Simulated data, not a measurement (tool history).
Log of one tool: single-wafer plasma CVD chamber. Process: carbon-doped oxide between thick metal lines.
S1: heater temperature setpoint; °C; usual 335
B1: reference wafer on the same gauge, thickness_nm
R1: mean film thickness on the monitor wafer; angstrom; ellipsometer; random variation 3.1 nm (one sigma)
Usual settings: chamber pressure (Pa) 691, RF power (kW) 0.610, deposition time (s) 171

{"run": 1, "hour": 0.0, "S1": 335, "chamber pressure (Pa)": 691, "RF power (kW)": 0.61, "deposition time (s)": 171, "B1": 1269.212, "R1": 11235.96}
{"run": 2, "hour": 73.1, "S1": 335, "chamber pressure (Pa)": 691, "RF power (kW)": 0.61, "deposition time (s)": 171, "B1": 1270.311, "R1": 11246.4}
{"run": 3, "hour": 114.2, "S1": 335, "chamber pressure (Pa)": 691, "RF power (kW)": 0.61, "deposition time (s)": 171, "B1": 1270.888, "R1": 11212.96}
{"run": 4, "hour": 181.4, "S1": 335, "chamber pressure (Pa)": 691, "RF power (kW)": 0.61, "deposition time (s)": 171, "B1": 1270.024, "R1": 11302.83}
{"hour": 208.4, "done": "gauge calibrated"}
{"run": 5, "hour": 288.5, "S1": 335, "chamber pressure (Pa)": 691, "RF power (kW)": 0.61, "deposition time (s)": 171, "B1": 1270.894, "R1": 11263.14}
{"run": 6, "hour": 369.1, "S1": 345, "chamber pressure (Pa)": 691, "RF power (kW)": 0.61, "deposition time (s)": 171, "B1": 1269.937, "R1": 10990.92}
{"run": 7, "hour": 423.9, "S1": 345, "chamber pressure (Pa)": 691, "RF power (kW)": 0.61, "deposition time (s)": 171, "B1": 1269.498, "R1": 10970.32}
{"run": 8, "hour": 520.3, "S1": 345, "chamber pressure (Pa)": 691, "RF power (kW)": 0.61, "deposition time (s)": 171, "B1": 1269.438, "R1": 10927.2}
{"run": 9, "hour": 617.5, "S1": 321, "chamber pressure (Pa)": 691, "RF power (kW)": 0.67, "deposition time (s)": 171, "B1": 1270.581, "R1": 12068.63}
{"run": 10, "hour": 686.1, "S1": 344, "chamber pressure (Pa)": 793, "RF power (kW)": 0.61, "deposition time (s)": 143, "B1": 1270.405, "R1": 9296.18}
{"run": 11, "hour": 777.9, "S1": 340, "chamber pressure (Pa)": 691, "RF power (kW)": 0.56, "deposition time (s)": 171, "B1": 1270.297, "R1": 10725.79}
{"hour": 840.5, "done": "capacitance manometer re-zeroed and calibrated"}
{"run": 12, "hour": 865.5, "S1": 335, "chamber pressure (Pa)": 691, "RF power (kW)": 0.61, "deposition time (s)": 171, "B1": 1270.472, "R1": 11237.45}
{"run": 13, "hour": 948.2, "S1": 345, "chamber pressure (Pa)": 691, "RF power (kW)": 0.61, "deposition time (s)": 171, "B1": 1269.981, "R1": 10943.06}
{"hour": 989.3, "done": "thermocouple changed; heater temperature recalibrated"}
{"run": 14, "hour": 989.8, "S1": 330, "chamber pressure (Pa)": 820, "RF power (kW)": 0.61, "deposition time (s)": 171, "B1": 1270.533, "R1": 11504.11}
{"run": 15, "hour": 1070.2, "S1": 341, "chamber pressure (Pa)": 628, "RF power (kW)": 0.545, "deposition time (s)": 155, "B1": 1269.952, "R1": 9548.41}
{"run": 16, "hour": 1170.5, "S1": 327, "chamber pressure (Pa)": 755, "RF power (kW)": 0.535, "deposition time (s)": 142, "B1": 1269.421, "R1": 9218.0}
{"hour": 1249.8, "done": "RF generator calibrated"}
{"run": 17, "hour": 1250.3, "S1": 340, "chamber pressure (Pa)": 691, "RF power (kW)": 0.56, "deposition time (s)": 171, "B1": 1270.002, "R1": 10831.16}
{"hour": 1274.3, "done": "showerhead replaced"}
{"run": 18, "hour": 1333.9, "S1": 327, "chamber pressure (Pa)": 755, "RF power (kW)": 0.535, "deposition time (s)": 142, "B1": 1269.885, "R1": 9334.65}
{"hour": 1399.0, "done": "gauge calibrated"}
{"run": 19, "hour": 1421.2, "S1": 330, "chamber pressure (Pa)": 691, "RF power (kW)": 0.61, "deposition time (s)": 202, "B1": 1270.813, "R1": 13564.25}
{"run": 20, "hour": 1460.3, "S1": 335, "chamber pressure (Pa)": 691, "RF power (kW)": 0.61, "deposition time (s)": 171, "B1": 1270.184, "R1": 11295.66}
{"run": 21, "hour": 1523.7, "S1": 335, "chamber pressure (Pa)": 691, "RF power (kW)": 0.61, "deposition time (s)": 171, "B1": 1269.357, "R1": 11362.8}
{"run": 22, "hour": 1604.6, "S1": 335, "chamber pressure (Pa)": 843, "RF power (kW)": 0.575, "deposition time (s)": 171, "B1": 1270.071, "R1": 11291.54}
{"run": 23, "hour": 1650.2, "S1": 346, "chamber pressure (Pa)": 691, "RF power (kW)": 0.61, "deposition time (s)": 171, "B1": 1269.754, "R1": 10989.28}
{"run": 24, "hour": 1727.0, "S1": 335, "chamber pressure (Pa)": 691, "RF power (kW)": 0.61, "deposition time (s)": 171, "B1": 1270.148, "R1": 11286.47}
{"run": 25, "hour": 1807.5, "S1": 321, "chamber pressure (Pa)": 619, "RF power (kW)": 0.61, "deposition time (s)": 149, "B1": 1269.738, "R1": 10120.65}
{"run": 26, "hour": 1882.9, "S1": 335, "chamber pressure (Pa)": 691, "RF power (kW)": 0.61, "deposition time (s)": 171, "B1": 1269.882, "R1": 11270.88}
{"run": 27, "hour": 1988.2, "S1": 331, "chamber pressure (Pa)": 785, "RF power (kW)": 0.695, "deposition time (s)": 159, "B1": 1270.92, "R1": 11177.25}

What the log doesn't show, run by run:
wafer temperature above the value expected at the setpoint (K): 0 in every run
true pressure above the setpoint (%): 0 in every run
gauge reads high (%): 0 in every run
H1: delivered RF power above the setpoint (%)
run=1 H1=-1.35
run=2 H1=-1.52
run=3 H1=-1.61
run=4 H1=-1.76
run=5 H1=-2.01
run=6 H1=-2.19
run=7 H1=-2.32
run=8 H1=-2.54
run=9 H1=-2.76
run=10 H1=-2.92
run=11 H1=-3.13
run=12 H1=-3.33
run=13 H1=-3.51
run=14 H1=-3.61
run=15 H1=-3.79
run=16 H1=-4.02
run=17 H1=-0.467
run=18 H1=-0.658
run=19 H1=-0.858
run=20 H1=-0.947
run=21 H1=-1.09
run=22 H1=-1.28
run=23 H1=-1.38
run=24 H1=-1.56
run=25 H1=-1.74
run=26 H1=-1.91
run=27 H1=-2.15
